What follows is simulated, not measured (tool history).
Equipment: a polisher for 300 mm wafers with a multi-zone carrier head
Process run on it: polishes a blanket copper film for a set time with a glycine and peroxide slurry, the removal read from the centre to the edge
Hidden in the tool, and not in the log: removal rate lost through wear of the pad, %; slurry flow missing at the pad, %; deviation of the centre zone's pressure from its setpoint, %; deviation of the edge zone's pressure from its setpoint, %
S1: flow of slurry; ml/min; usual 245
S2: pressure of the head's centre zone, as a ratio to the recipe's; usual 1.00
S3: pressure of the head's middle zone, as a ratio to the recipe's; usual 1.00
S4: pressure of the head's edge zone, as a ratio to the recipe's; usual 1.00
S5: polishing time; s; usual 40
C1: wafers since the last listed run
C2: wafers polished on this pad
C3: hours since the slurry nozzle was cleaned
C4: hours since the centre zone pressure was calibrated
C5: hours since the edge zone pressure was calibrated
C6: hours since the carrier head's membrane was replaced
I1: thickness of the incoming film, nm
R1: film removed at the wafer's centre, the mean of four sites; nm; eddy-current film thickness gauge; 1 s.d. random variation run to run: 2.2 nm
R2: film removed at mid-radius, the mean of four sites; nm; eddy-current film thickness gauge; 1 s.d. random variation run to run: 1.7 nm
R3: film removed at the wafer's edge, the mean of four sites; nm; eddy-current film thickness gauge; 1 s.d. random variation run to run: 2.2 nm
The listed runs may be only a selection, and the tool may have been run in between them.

| run | hour | S1 | S2 | S3 | S4 | S5 | C1 | C2 | C3 | C4 | C5 | C6 | I1 | R1 | R2 | R3 |
|---|---|---|---|---|---|---|---|---|---|---|---|---|---|---|---|---|
| 1 | 0.0 | 245 | 1.09 | 1.11 | 1.00 | 40 | 0 | 451 | 504.7 | 699.2 | 481.4 | 972.7 | 1373.4 | 175.1 | 178.9 | 162.3 |
| 2 | 14.2 | 245 | 1.00 | 1.00 | 1.00 | 40 | 217 | 669 | 518.9 | 713.4 | 495.6 | 986.9 | 1404.9 | 158.8 | 163.0 | 164.8 |
| 3 | 21.1 | 245 | 1.00 | 1.00 | 1.00 | 40 | 105 | 774 | 525.8 | 720.3 | 502.5 | 993.8 | 1371.3 | 161.0 | 162.6 | 160.2 |
| 4 | 30.7 | 245 | 1.00 | 1.00 | 1.00 | 40 | 146 | 921 | 535.4 | 729.9 | 512.1 | 1003.4 | 1371.9 | 157.6 | 162.9 | 160.1 |
|  | 35.6 | slurry nozzle cleaned |
| 5 | 40.2 | 245 | 1.09 | 1.00 | 1.00 | 40 | 130 | 1051 | 4.6 | 739.4 | 521.6 | 1012.9 | 1414.3 | 174.1 | 161.7 | 156.6 |
|  | 44.4 | edge zone pressure recalibrated |
| 6 | 56.0 | 285 | 1.08 | 1.00 | 1.11 | 46 | 211 | 1262 | 20.4 | 755.2 | 11.6 | 1028.7 | 1397.2 | 194.9 | 187.2 | 192.0 |
|  | 65.2 | worn pad replaced by a new one |
| 7 | 70.1 | 245 | 0.88 | 1.00 | 0.96 | 40 | 154 | 75 | 34.5 | 769.3 | 25.7 | 1042.8 | 1377.6 | 146.2 | 167.7 | 165.8 |
| 8 | 80.8 | 275 | 1.10 | 1.04 | 1.00 | 40 | 163 | 239 | 45.2 | 780.0 | 36.4 | 1053.5 | 1398.5 | 187.7 | 173.9 | 164.8 |
| 9 | 89.9 | 245 | 0.92 | 1.00 | 1.00 | 27 | 139 | 378 | 54.3 | 789.1 | 45.5 | 1062.6 | 1408.9 | 100.2 | 111.0 | 111.4 |
| 10 | 101.4 | 245 | 1.00 | 0.93 | 0.94 | 33 | 175 | 554 | 65.8 | 800.6 | 57.0 | 1074.1 | 1388.7 | 136.9 | 127.4 | 131.3 |
| 11 | 114.8 | 185 | 1.00 | 0.91 | 1.07 | 40 | 205 | 759 | 79.2 | 814.0 | 70.4 | 1087.5 | 1392.0 | 156.1 | 146.8 | 162.5 |
| 12 | 127.0 | 245 | 0.93 | 1.00 | 1.00 | 40 | 186 | 946 | 91.4 | 826.2 | 82.6 | 1099.7 | 1388.9 | 154.2 | 160.4 | 159.1 |
|  | 133.5 | carrier head's membrane replaced by a new one |
| 13 | 135.2 | 245 | 1.00 | 1.00 | 1.00 | 40 | 48 | 995 | 99.6 | 834.4 | 90.8 | 1.7 | 1386.2 | 161.1 | 161.7 | 158.1 |
|  | 144.2 | centre zone pressure recalibrated |
| 14 | 150.0 | 195 | 0.93 | 1.00 | 1.00 | 40 | 195 | 1191 | 114.4 | 5.8 | 105.6 | 16.5 | 1403.0 | 143.0 | 152.3 | 149.2 |
| 15 | 161.0 | 285 | 1.00 | 1.00 | 0.90 | 40 | 168 | 1359 | 125.4 | 16.8 | 116.6 | 27.5 | 1397.9 | 154.2 | 159.4 | 148.8 |
|  | 172.2 | worn pad replaced by a new one |
| 16 | 174.1 | 245 | 1.00 | 1.00 | 1.00 | 40 | 139 | 29 | 138.5 | 29.9 | 129.7 | 40.6 | 1376.0 | 162.0 | 165.0 | 159.8 |
| 17 | 182.7 | 245 | 0.96 | 1.00 | 1.04 | 40 | 131 | 161 | 147.1 | 38.5 | 138.3 | 49.2 | 1380.3 | 155.6 | 165.2 | 167.5 |
| 18 | 193.8 | 245 | 0.94 | 1.00 | 1.00 | 40 | 169 | 330 | 158.2 | 49.6 | 149.4 | 60.3 | 1372.9 | 156.7 | 165.2 | 161.4 |
| 19 | 247.3 | 245 | 1.00 | 1.00 | 1.00 | 40 | 818 | 1149 | 211.7 | 103.1 | 202.9 | 113.8 | 1406.4 | 159.2 | 156.5 | 157.0 |
| 20 | 261.9 | 245 | 0.93 | 0.96 | 1.08 | 48 | 223 | 1373 | 226.3 | 117.7 | 217.5 | 128.4 | 1370.0 | 170.6 | 176.3 | 192.3 |
| 21 | 275.0 | 320 | 1.00 | 1.05 | 1.00 | 40 | 200 | 1573 | 239.4 | 130.8 | 230.6 | 141.5 | 1378.0 | 158.6 | 161.7 | 156.3 |

What if the next run were any one of these 5? Each begins from the tool's condition after run 21:
| A | 275.4 | 290 | 1.00 | 1.00 | 1.00 | 40 | 6 | 1579 | 239.8 | 131.2 | 231.0 | 141.9 | 1398.7 | ? | ? | ? |
| B | 275.4 | 245 | 1.00 | 0.95 | 0.96 | 40 | 6 | 1579 | 239.8 | 131.2 | 231.0 | 141.9 | 1398.7 | ? | ? | ? |
| C | 275.4 | 290 | 0.93 | 0.96 | 1.00 | 32 | 6 | 1579 | 239.8 | 131.2 | 231.0 | 141.9 | 1398.7 | ? | ? | ? |
| D | 275.4 | 275 | 0.92 | 1.00 | 1.09 | 34 | 6 | 1579 | 239.8 | 131.2 | 231.0 | 141.9 | 1398.7 | ? | ? | ? |
| E | 275.4 | 245 | 0.96 | 1.00 | 1.00 | 40 | 6 | 1579 | 239.8 | 131.2 | 231.0 | 141.9 | 1398.7 | ? | ? | ? |

| run | R1 | R2 | R3 |
|---|---|---|---|
| A | 153.4 | 155.0 | 155.1 |
| B | 150.0 | 145.5 | 150.0 |
| C | 114.3 | 119.8 | 124.2 |
| D | 119.5 | 131.0 | 136.9 |
| E | 144.2 | 152.0 | 152.8 |
Without the tool's hidden state the same runs would have given:
| run | R1 | R2 | R3 |
|---|---|---|---|
| A | 168.2 | 169.9 | 170.1 |
| B | 164.5 | 159.6 | 164.5 |
| C | 125.4 | 131.4 | 136.2 |
| D | 131.0 | 143.6 | 150.1 |
| E | 158.1 | 166.6 | 167.6 |

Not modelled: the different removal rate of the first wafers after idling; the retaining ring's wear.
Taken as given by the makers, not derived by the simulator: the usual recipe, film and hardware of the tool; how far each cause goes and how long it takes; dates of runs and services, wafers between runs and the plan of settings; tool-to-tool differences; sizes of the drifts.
